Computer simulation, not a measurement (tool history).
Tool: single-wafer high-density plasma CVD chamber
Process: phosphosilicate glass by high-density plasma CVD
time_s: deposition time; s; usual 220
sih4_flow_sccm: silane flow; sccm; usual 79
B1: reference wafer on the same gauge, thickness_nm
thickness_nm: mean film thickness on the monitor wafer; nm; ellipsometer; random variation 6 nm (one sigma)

run 1 hour=0 | time_s=189 sih4_flow_sccm=76 | B1=1658.924 | thickness_nm=1301.22
run 2 hour=98 | time_s=220 sih4_flow_sccm=79 | B1=1662.309 | thickness_nm=1542.025
run 3 hour=171.1 | time_s=203 sih4_flow_sccm=85 | B1=1660.355 | thickness_nm=1488.909
run 4 hour=438.6 | time_s=203 sih4_flow_sccm=85 | B1=1659.845 | thickness_nm=1481.046
run 5 hour=534.3 | time_s=203 sih4_flow_sccm=85 | B1=1659.088 | thickness_nm=1468.854
run 6 hour=604.5 | time_s=220 sih4_flow_sccm=68 | B1=1658.114 | thickness_nm=1413.45
run 7 hour=674.1 | time_s=192 sih4_flow_sccm=79 | B1=1660.391 | thickness_nm=1341.539
run 8 hour=732.4 | time_s=220 sih4_flow_sccm=79 | B1=1659.304 | thickness_nm=1544.211
run 9 hour=804.1 | time_s=220 sih4_flow_sccm=67 | B1=1660.196 | thickness_nm=1386.516
run 10 hour=874.5 | time_s=220 sih4_flow_sccm=79 | B1=1661.392 | thickness_nm=1531.373
run 11 hour=973.1 | time_s=220 sih4_flow_sccm=79 | B1=1661.187 | thickness_nm=1530.493
run 12 hour=1032.4 | time_s=220 sih4_flow_sccm=79 | B1=1660.197 | thickness_nm=1521.653
run 13 hour=1116.9 | time_s=220 sih4_flow_sccm=79 | B1=1660.196 | thickness_nm=1526.464
run 14 hour=1209.9 | time_s=220 sih4_flow_sccm=79 | B1=1660.974 | thickness_nm=1522.714
run 15 hour=1297 | time_s=209 sih4_flow_sccm=79 | B1=1657.691 | thickness_nm=1444.769
run 16 hour=1380.3 | time_s=220 sih4_flow_sccm=79 | B1=1659.989 | thickness_nm=1529.226
-- hour=1427.3 gauge calibrated
run 17 hour=1471.9 | time_s=220 sih4_flow_sccm=79 | B1=1661.292 | thickness_nm=1517.894
run 18 hour=1509.9 | time_s=196 sih4_flow_sccm=79 | B1=1659.694 | thickness_nm=1356.448
run 19 hour=1555.7 | time_s=196 sih4_flow_sccm=79 | B1=1659.458 | thickness_nm=1354.432
run 20 hour=1603 | time_s=194 sih4_flow_sccm=86 | B1=1660.211 | thickness_nm=1404.384
run 21 hour=1685.9 | time_s=178 sih4_flow_sccm=83 | B1=1661.474 | thickness_nm=1270.081
-- hour=1703.8 silane flow controller replaced
run 22 hour=1728.4 | time_s=220 sih4_flow_sccm=90 | B1=1660.969 | thickness_nm=1725.422
run 23 hour=1807.7 | time_s=176 sih4_flow_sccm=84 | B1=1659.391 | thickness_nm=1316.803
run 24 hour=1895.3 | time_s=178 sih4_flow_sccm=73 | B1=1659.873 | thickness_nm=1227.938
run 25 hour=1960.1 | time_s=241 sih4_flow_sccm=95 | B1=1660.994 | thickness_nm=1938.503
run 26 hour=2032.8 | time_s=220 sih4_flow_sccm=79 | B1=1659.416 | thickness_nm=1583.011
run 27 hour=2085.6 | time_s=203 sih4_flow_sccm=85 | B1=1661.252 | thickness_nm=1536.029
run 28 hour=2184.5 | time_s=220 sih4_flow_sccm=79 | B1=1659.881 | thickness_nm=1584.074
run 29 hour=2262 | time_s=177 sih4_flow_sccm=71 | B1=1660.511 | thickness_nm=1198.865
run 30 hour=2358.1 | time_s=220 sih4_flow_sccm=65 | B1=1660.226 | thickness_nm=1431.016
run 31 hour=2423.1 | time_s=220 sih4_flow_sccm=79 | B1=1659.814 | thickness_nm=1591.476
run 32 hour=2479.2 | time_s=185 sih4_flow_sccm=84 | B1=1659.747 | thickness_nm=1384.693
run 33 hour=2562.7 | time_s=220 sih4_flow_sccm=64 | B1=1659.023 | thickness_nm=1419.774
run 34 hour=2604.8 | time_s=220 sih4_flow_sccm=79 | B1=1658.651 | thickness_nm=1591.406
run 35 hour=2696.2 | time_s=242 sih4_flow_sccm=68 | B1=1659.219 | thickness_nm=1606.277
run 36 hour=2745.1 | time_s=220 sih4_flow_sccm=79 | B1=1659.876 | thickness_nm=1587.49
run 37 hour=2794.6 | time_s=203 sih4_flow_sccm=67 | B1=1659.643 | thickness_nm=1339.228
run 38 hour=2865.4 | time_s=188 sih4_flow_sccm=83 | B1=1660.531 | thickness_nm=1392.819
run 39 hour=2914.7 | time_s=183 sih4_flow_sccm=70 | B1=1659.579 | thickness_nm=1236.453

5 ways to go on from here, each from the tool as it stands after run 39. What would each give?
run A hour=2915.2 | time_s=220 sih4_flow_sccm=94 | B1=? | thickness_nm=?
run B hour=2915.2 | time_s=231 sih4_flow_sccm=72 | B1=? | thickness_nm=?
run C hour=2915.2 | time_s=220 sih4_flow_sccm=89 | B1=? | thickness_nm=?
run D hour=2915.2 | time_s=208 sih4_flow_sccm=79 | B1=? | thickness_nm=?
run E hour=2915.2 | time_s=220 sih4_flow_sccm=95 | B1=? | thickness_nm=?

run=A B1=1660.209 thickness_nm=1766.23
run=B B1=1660.209 thickness_nm=1586.238
run=C B1=1660.209 thickness_nm=1708.155
run=D B1=1660.209 thickness_nm=1505.17
run=E B1=1660.209 thickness_nm=1777.845
Without the tool's hidden state the same runs would have given:
run=A thickness_nm=1759.327
run=B thickness_nm=1580.038
run=C thickness_nm=1701.479
run=D thickness_nm=1499.287
run=E thickness_nm=1770.896
